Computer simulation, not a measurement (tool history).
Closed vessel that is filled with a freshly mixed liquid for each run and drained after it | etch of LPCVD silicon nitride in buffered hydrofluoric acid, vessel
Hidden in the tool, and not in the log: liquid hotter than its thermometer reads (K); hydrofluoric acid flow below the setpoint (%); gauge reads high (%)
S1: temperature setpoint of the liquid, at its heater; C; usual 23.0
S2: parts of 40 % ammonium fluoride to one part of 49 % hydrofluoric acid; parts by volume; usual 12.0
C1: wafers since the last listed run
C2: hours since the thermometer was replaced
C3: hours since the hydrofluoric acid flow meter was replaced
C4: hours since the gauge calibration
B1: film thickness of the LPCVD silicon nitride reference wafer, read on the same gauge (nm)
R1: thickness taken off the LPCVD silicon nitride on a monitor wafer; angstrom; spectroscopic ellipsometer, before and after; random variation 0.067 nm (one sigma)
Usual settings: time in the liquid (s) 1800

run 1 hour=0.0 | S1=23.0 S2=12.0 time_in_the_liquid_(s)=1800 | C1=0 C2=1779.5 C3=670.3 C4=770.4 | B1=49.99 | R1=190.1
-- hour=10.7 gauge calibrated
run 2 hour=65.7 | S1=23.0 S2=12.0 time_in_the_liquid_(s)=1800 | C1=1819 C2=1845.2 C3=736.0 C4=55.0 | B1=50.01 | R1=189.7
run 3 hour=147.2 | S1=23.0 S2=12.0 time_in_the_liquid_(s)=1800 | C1=2257 C2=1926.7 C3=817.5 C4=136.5 | B1=50.01 | R1=189.9
run 4 hour=229.6 | S1=23.0 S2=12.0 time_in_the_liquid_(s)=1800 | C1=2282 C2=2009.1 C3=899.9 C4=218.9 | B1=49.99 | R1=188.5
run 5 hour=319.2 | S1=23.0 S2=12.0 time_in_the_liquid_(s)=1800 | C1=2481 C2=2098.7 C3=989.5 C4=308.5 | B1=50.02 | R1=188.8
run 6 hour=387.7 | S1=25.0 S2=13.5 time_in_the_liquid_(s)=1800 | C1=1897 C2=2167.2 C3=1058.0 C4=377.0 | B1=50.03 | R1=187.1
run 7 hour=436.5 | S1=23.0 S2=12.0 time_in_the_liquid_(s)=1800 | C1=1351 C2=2216.0 C3=1106.8 C4=425.8 | B1=50.05 | R1=189.5
run 8 hour=520.4 | S1=23.0 S2=12.0 time_in_the_liquid_(s)=1800 | C1=2323 C2=2299.9 C3=1190.7 C4=509.7 | B1=50.01 | R1=187.9
run 9 hour=586.4 | S1=23.0 S2=9.5 time_in_the_liquid_(s)=1800 | C1=1828 C2=2365.9 C3=1256.7 C4=575.7 | B1=50.00 | R1=234.9
-- hour=652.4 hydrofluoric acid flow meter replaced
run 10 hour=666.7 | S1=23.0 S2=12.0 time_in_the_liquid_(s)=1800 | C1=2196 C2=2446.2 C3=14.3 C4=656.0 | B1=50.05 | R1=195.5
run 11 hour=744.3 | S1=21.0 S2=7.5 time_in_the_liquid_(s)=740 | C1=2149 C2=2523.8 C3=91.9 C4=733.6 | B1=50.01 | R1=111.7
-- hour=747.8 gauge calibrated
-- hour=793.8 thermometer replaced
run 12 hour=851.3 | S1=23.0 S2=12.0 time_in_the_liquid_(s)=1800 | C1=2936 C2=57.5 C3=198.9 C4=103.5 | B1=49.99 | R1=187.9
run 13 hour=896.7 | S1=25.5 S2=12.0 time_in_the_liquid_(s)=985 | C1=1257 C2=102.9 C3=244.3 C4=148.9 | B1=50.04 | R1=118.1
run 14 hour=934.8 | S1=19.5 S2=13.5 time_in_the_liquid_(s)=1800 | C1=1055 C2=141.0 C3=282.4 C4=187.0 | B1=50.01 | R1=137.4
run 15 hour=1034.6 | S1=23.0 S2=12.0 time_in_the_liquid_(s)=1800 | C1=2764 C2=240.8 C3=382.2 C4=286.8 | B1=50.04 | R1=187.6
run 16 hour=1094.6 | S1=26.0 S2=8.5 time_in_the_liquid_(s)=950 | C1=1661 C2=300.8 C3=442.2 C4=346.8 | B1=50.05 | R1=157.2
run 17 hour=1145.2 | S1=23.0 S2=9.5 time_in_the_liquid_(s)=1450 | C1=1401 C2=351.4 C3=492.8 C4=397.4 | B1=50.04 | R1=186.6
run 18 hour=1248.5 | S1=23.0 S2=7.0 time_in_the_liquid_(s)=1800 | C1=2861 C2=454.7 C3=596.1 C4=500.7 | B1=50.01 | R1=311.3
run 19 hour=1294.4 | S1=23.0 S2=12.0 time_in_the_liquid_(s)=1800 | C1=1271 C2=500.6 C3=642.0 C4=546.6 | B1=50.03 | R1=186.0

Forecast each of these 3 alternatives for the next run:
run A hour=1295.6 | S1=23.0 S2=12.0 time_in_the_liquid_(s)=1800 | C1=33 C2=501.8 C3=643.2 C4=547.8 | B1=? | R1=?
run B hour=1295.6 | S1=26.5 S2=9.5 time_in_the_liquid_(s)=1800 | C1=33 C2=501.8 C3=643.2 C4=547.8 | B1=? | R1=?
run C hour=1295.6 | S1=23.0 S2=9.0 time_in_the_liquid_(s)=2750 | C1=33 C2=501.8 C3=643.2 C4=547.8 | B1=? | R1=?

run=A B1=49.99 R1=186.1
run=B B1=49.99 R1=279.9
run=C B1=49.99 R1=365.9
Without the tool's hidden state the same runs would have given:
run=A R1=189.0
run=B R1=281.9
run=C R1=368.6
